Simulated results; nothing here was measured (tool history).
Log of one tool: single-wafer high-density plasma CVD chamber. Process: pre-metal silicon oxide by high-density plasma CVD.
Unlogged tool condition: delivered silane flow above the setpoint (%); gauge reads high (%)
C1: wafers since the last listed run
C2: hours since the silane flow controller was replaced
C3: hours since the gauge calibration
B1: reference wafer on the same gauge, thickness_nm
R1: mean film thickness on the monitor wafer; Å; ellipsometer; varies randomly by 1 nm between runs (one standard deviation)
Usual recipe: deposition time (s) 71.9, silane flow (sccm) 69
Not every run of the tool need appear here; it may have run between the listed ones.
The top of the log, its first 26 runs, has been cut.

{"run": 27, "hour": 596.5, "deposition time (s)": 63.5, "silane flow (sccm)": 83, "C1": 335, "C2": 109.6, "C3": 223.9, "B1": 494.105, "R1": 5255.67}
{"run": 28, "hour": 623.1, "deposition time (s)": 71.9, "silane flow (sccm)": 69, "C1": 260, "C2": 136.2, "C3": 250.5, "B1": 494.505, "R1": 5290.22}
{"run": 29, "hour": 651.4, "deposition time (s)": 71.9, "silane flow (sccm)": 69, "C1": 277, "C2": 164.5, "C3": 278.8, "B1": 493.977, "R1": 5336.57}
{"run": 30, "hour": 676.9, "deposition time (s)": 58.2, "silane flow (sccm)": 75, "C1": 250, "C2": 190, "C3": 304.3, "B1": 493.772, "R1": 4527.93}
{"run": 31, "hour": 694.6, "deposition time (s)": 71.9, "silane flow (sccm)": 69, "C1": 173, "C2": 207.7, "C3": 322, "B1": 494.168, "R1": 5311.4}
{"run": 32, "hour": 726.1, "deposition time (s)": 71.9, "silane flow (sccm)": 69, "C1": 308, "C2": 239.2, "C3": 353.5, "B1": 493.959, "R1": 5317.75}
{"run": 33, "hour": 808.7, "deposition time (s)": 71.9, "silane flow (sccm)": 69, "C1": 809, "C2": 321.8, "C3": 436.1, "B1": 493.851, "R1": 5287.69}
{"run": 34, "hour": 835.7, "deposition time (s)": 81.7, "silane flow (sccm)": 69, "C1": 264, "C2": 348.8, "C3": 463.1, "B1": 494.088, "R1": 6042.37}

3 options for the next run, each taken on its own from the tool as it stands now. Forecast them:
{"run": "A", "hour": 836.1, "deposition time (s)": 71.9, "silane flow (sccm)": 65, "C1": 3, "C2": 349.2, "C3": 463.5, "B1": "?", "R1": "?"}
{"run": "B", "hour": 836.1, "deposition time (s)": 75.7, "silane flow (sccm)": 60, "C1": 3, "C2": 349.2, "C3": 463.5, "B1": "?", "R1": "?"}
{"run": "C", "hour": 836.1, "deposition time (s)": 71.9, "silane flow (sccm)": 60, "C1": 3, "C2": 349.2, "C3": 463.5, "B1": "?", "R1": "?"}

run=A B1=494.127 R1=5106.39
run=B B1=494.127 R1=5129.07
run=C B1=494.127 R1=4871.6
Without the tool's hidden state the same runs would have given:
run=A R1=5128.26
run=B R1=5151.03
run=C R1=4892.46
